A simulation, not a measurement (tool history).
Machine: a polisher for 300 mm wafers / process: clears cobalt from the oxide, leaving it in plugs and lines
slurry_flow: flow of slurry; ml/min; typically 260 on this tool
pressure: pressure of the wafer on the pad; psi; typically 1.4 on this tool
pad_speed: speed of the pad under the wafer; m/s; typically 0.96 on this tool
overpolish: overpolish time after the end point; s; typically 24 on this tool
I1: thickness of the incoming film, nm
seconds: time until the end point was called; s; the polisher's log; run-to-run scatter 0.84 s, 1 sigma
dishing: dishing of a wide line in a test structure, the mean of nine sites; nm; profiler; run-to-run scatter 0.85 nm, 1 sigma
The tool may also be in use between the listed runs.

run 1 hour=0.0 | slurry_flow=260 pressure=1.4 pad_speed=0.96 overpolish=24 | I1=282.5 | seconds=72.3 dishing=51.0
-- hour=26.4 worn pad replaced by a new one
run 2 hour=38.7 | slurry_flow=260 pressure=1.4 pad_speed=0.96 overpolish=24 | I1=279.8 | seconds=70.9 dishing=49.7
-- hour=62.1 slurry nozzle cleaned
run 3 hour=105.4 | slurry_flow=260 pressure=1.4 pad_speed=0.96 overpolish=24 | I1=283.0 | seconds=72.8 dishing=48.5
-- hour=144.5 worn pad replaced by a new one
run 4 hour=176.0 | slurry_flow=320 pressure=1.4 pad_speed=0.96 overpolish=24 | I1=279.5 | seconds=70.4 dishing=49.4
run 5 hour=208.7 | slurry_flow=320 pressure=1.4 pad_speed=0.96 overpolish=24 | I1=282.0 | seconds=71.6 dishing=52.6
-- hour=273.0 worn pad replaced by a new one
run 6 hour=273.5 | slurry_flow=320 pressure=1.4 pad_speed=0.96 overpolish=24 | I1=281.2 | seconds=69.3 dishing=50.6
-- hour=289.0 head pressure recalibrated
run 7 hour=307.0 | slurry_flow=260 pressure=1.4 pad_speed=0.96 overpolish=24 | I1=283.1 | seconds=71.3 dishing=50.8
run 8 hour=355.0 | slurry_flow=260 pressure=1.4 pad_speed=0.96 overpolish=24 | I1=281.4 | seconds=71.1 dishing=50.9
run 9 hour=398.0 | slurry_flow=260 pressure=1.2 pad_speed=0.80 overpolish=24 | I1=276.2 | seconds=99.6 dishing=42.7
-- hour=428.5 worn pad replaced by a new one
run 10 hour=445.9 | slurry_flow=305 pressure=1.4 pad_speed=0.66 overpolish=24 | I1=275.3 | seconds=99.7 dishing=42.8
-- hour=453.7 slurry nozzle cleaned
run 11 hour=498.1 | slurry_flow=345 pressure=1.8 pad_speed=0.68 overpolish=36 | I1=278.6 | seconds=77.6 dishing=59.0
run 12 hour=528.0 | slurry_flow=260 pressure=1.4 pad_speed=0.96 overpolish=15 | I1=281.9 | seconds=70.6 dishing=37.7
run 13 hour=555.6 | slurry_flow=260 pressure=1.2 pad_speed=0.96 overpolish=19 | I1=281.8 | seconds=83.9 dishing=40.3
-- hour=567.0 worn pad replaced by a new one
run 14 hour=602.4 | slurry_flow=210 pressure=1.6 pad_speed=1.14 overpolish=34 | I1=281.6 | seconds=53.1 dishing=64.9
run 15 hour=652.4 | slurry_flow=290 pressure=1.8 pad_speed=0.64 overpolish=28 | I1=278.8 | seconds=79.7 dishing=51.9
run 16 hour=687.9 | slurry_flow=260 pressure=1.4 pad_speed=0.96 overpolish=24 | I1=278.9 | seconds=70.3 dishing=51.9

Consider 4 possible next runs. They are alternatives, not a sequence: every one starts from the tool as it was left by run 16. What does each give?
run A hour=688.4 | slurry_flow=260 pressure=1.4 pad_speed=0.96 overpolish=24 | I1=277.9 | seconds=? dishing=?
run B hour=688.4 | slurry_flow=170 pressure=1.7 pad_speed=1.08 overpolish=28 | I1=277.9 | seconds=? dishing=?
run C hour=688.4 | slurry_flow=260 pressure=1.2 pad_speed=0.68 overpolish=29 | I1=277.9 | seconds=? dishing=?
run D hour=688.4 | slurry_flow=225 pressure=1.6 pad_speed=0.96 overpolish=24 | I1=277.9 | seconds=? dishing=?

run=A seconds=70.1 dishing=50.4
run=B seconds=53.3 dishing=60.2
run=C seconds=115.4 dishing=42.5
run=D seconds=62.1 dishing=53.3
Stripped of hidden state, with their random variation kept, the same runs would have yielded:
run=A seconds=70.1 dishing=50.4
run=B seconds=53.3 dishing=60.2
run=C seconds=115.4 dishing=42.5
run=D seconds=62.1 dishing=53.3
